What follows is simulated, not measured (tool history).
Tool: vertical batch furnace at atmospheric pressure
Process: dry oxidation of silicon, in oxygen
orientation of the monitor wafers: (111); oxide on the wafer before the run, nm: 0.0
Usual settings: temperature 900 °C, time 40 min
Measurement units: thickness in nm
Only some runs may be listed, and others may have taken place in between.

| run | hour | temperature | time | wafers since the last listed run | hours since the last temperature calibration | hours since the boat lift was adjusted | hours since the gauge calibration | read-back reference wafer on the same gauge, thickness | thickness |
|---|---|---|---|---|---|---|---|---|---|
| 1 | 0 | 900 | 40 | 0 | 2847.1 | 2151.8 | 564.9 | 18.41 | 20.91 |
| 2 | 92.4 | 900 | 40 | 706 | 2939.5 | 2244.2 | 657.3 | 18.41 | 21.15 |
| 3 | 112.3 | 900 | 40 | 152 | 2959.4 | 2264.1 | 677.2 | 18.4 | 21.02 |
| 4 | 139 | 900 | 40 | 204 | 2986.1 | 2290.8 | 703.9 | 18.37 | 21.22 |
| 5 | 156.2 | 900 | 40 | 131 | 3003.3 | 2308 | 721.1 | 18.41 | 21.17 |
| 6 | 181.2 | 900 | 40 | 191 | 3028.3 | 2333 | 746.1 | 18.41 | 20.94 |
|  | 183.7 | gauge calibrated |
| 7 | 205.4 | 900 | 40 | 185 | 3052.5 | 2357.2 | 21.7 | 18.42 | 21.04 |
| 8 | 226.7 | 900 | 51.5 | 162 | 3073.8 | 2378.5 | 43 | 18.38 | 25.22 |
| 9 | 238.8 | 900 | 51.5 | 92 | 3085.9 | 2390.6 | 55.1 | 18.38 | 25.1 |
|  | 277.4 | thermocouples replaced and temperature profile calibrated |
| 10 | 277.9 | 900 | 40 | 115 | 0.5 | 2429.7 | 94.2 | 18.4 | 21.04 |
| 11 | 283.4 | 900 | 40 | 42 | 6 | 2435.2 | 99.7 | 18.4 | 21.16 |
| 12 | 293 | 900 | 40 | 73 | 15.6 | 2444.8 | 109.3 | 18.39 | 20.96 |
| 13 | 328.9 | 900 | 40 | 274 | 51.5 | 2480.7 | 145.2 | 18.39 | 21.18 |
| 14 | 349.7 | 900 | 47 | 159 | 72.3 | 2501.5 | 166 | 18.41 | 23.74 |
| 15 | 364.1 | 910 | 34.5 | 110 | 86.7 | 2515.9 | 180.4 | 18.41 | 21.16 |
| 16 | 383.1 | 910 | 34.5 | 145 | 105.7 | 2534.9 | 199.4 | 18.39 | 21.2 |
| 17 | 401.7 | 900 | 21.5 | 142 | 124.3 | 2553.5 | 218 | 18.39 | 13.42 |
| 18 | 432.4 | 900 | 40 | 234 | 155 | 2584.2 | 248.7 | 18.41 | 21 |
| 19 | 509.7 | 900 | 40 | 591 | 232.3 | 2661.5 | 326 | 18.4 | 21.18 |
|  | 557 | boat lift adjusted |
| 20 | 557.5 | 900 | 40 | 182 | 280.1 | 0.5 | 373.8 | 18.42 | 22.05 |
| 21 | 566.8 | 919 | 53.5 | 71 | 289.4 | 9.8 | 383.1 | 18.39 | 32.6 |
| 22 | 587.2 | 918 | 55 | 156 | 309.8 | 30.2 | 403.5 | 18.4 | 32.84 |
| 23 | 615.1 | 884 | 53 | 213 | 337.7 | 58.1 | 431.4 | 18.4 | 22.4 |
| 24 | 639.1 | 900 | 40 | 183 | 361.7 | 82.1 | 455.4 | 18.4 | 21.89 |
| 25 | 666.1 | 880 | 40 | 206 | 388.7 | 109.1 | 482.4 | 18.39 | 17.74 |
| 26 | 678.8 | 918 | 40 | 97 | 401.4 | 121.8 | 495.1 | 18.42 | 26.16 |
| 27 | 702.6 | 900 | 55.5 | 182 | 425.2 | 145.6 | 518.9 | 18.39 | 27.38 |
| 28 | 730.5 | 882 | 52.5 | 213 | 453.1 | 173.5 | 546.8 | 18.38 | 21.8 |
| 29 | 758.1 | 900 | 40 | 211 | 480.7 | 201.1 | 574.4 | 18.39 | 21.94 |
| 30 | 788.4 | 900 | 40 | 231 | 511 | 231.4 | 604.7 | 18.44 | 21.73 |
| 31 | 802.2 | 900 | 40 | 105 | 524.8 | 245.2 | 618.5 | 18.38 | 21.84 |
| 32 | 823.4 | 923 | 55.5 | 162 | 546 | 266.4 | 639.7 | 18.4 | 34.38 |
| 33 | 839.6 | 878 | 54.5 | 123 | 562.2 | 282.6 | 655.9 | 18.4 | 21.4 |
| 34 | 862 | 900 | 40 | 171 | 584.6 | 305 | 678.3 | 18.38 | 21.8 |
| 35 | 875 | 900 | 40 | 99 | 597.6 | 318 | 691.3 | 18.4 | 21.68 |
| 36 | 887.9 | 878 | 20 | 98 | 610.5 | 330.9 | 704.2 | 18.42 | 10.33 |
| 37 | 915.4 | 888 | 52.5 | 210 | 638 | 358.4 | 731.7 | 18.4 | 23.29 |
| 38 | 944.8 | 920 | 24.5 | 224 | 667.4 | 387.8 | 761.1 | 18.41 | 18.74 |
| 39 | 962.3 | 916 | 45.5 | 133 | 684.9 | 405.3 | 778.6 | 18.4 | 27.69 |

Some steps in thickness between neighbouring runs. How much of each would the tool show without its hidden state too (settings, what came in, random variation), and how much is left for the hidden state, with any gauge scatter that isn't in both results?
What the log doesn't record here: true tube temperature minus thermocouple reading, K; monitor wafer colder than the profiled boat position, K; gauge reads high (%).
Run 16 -> 17: temperature 910 -> 900, time 34.5 -> 21.5. thickness -7.78 nm: hidden state +0.34, all else -8.12.
Run 17 -> 18: time 21.5 -> 40. thickness +7.58 nm: hidden state -0.34, all else +7.92.
Run 19 -> 20: boat lift adjusted. thickness +0.87 nm: hidden state +0.94, all else -0.07.
Run 31 -> 32: temperature 900 -> 923, time 40 -> 55.5. thickness +12.54 nm: hidden state -0.17, all else +12.71.
Run 32 -> 33: temperature 923 -> 878, time 55.5 -> 54.5. thickness -12.98 nm: hidden state +0.13, all else -13.11.
Run 36 -> 37: temperature 878 -> 888, time 20 -> 52.5. thickness +12.96 nm: hidden state -0.24, all else +13.2.
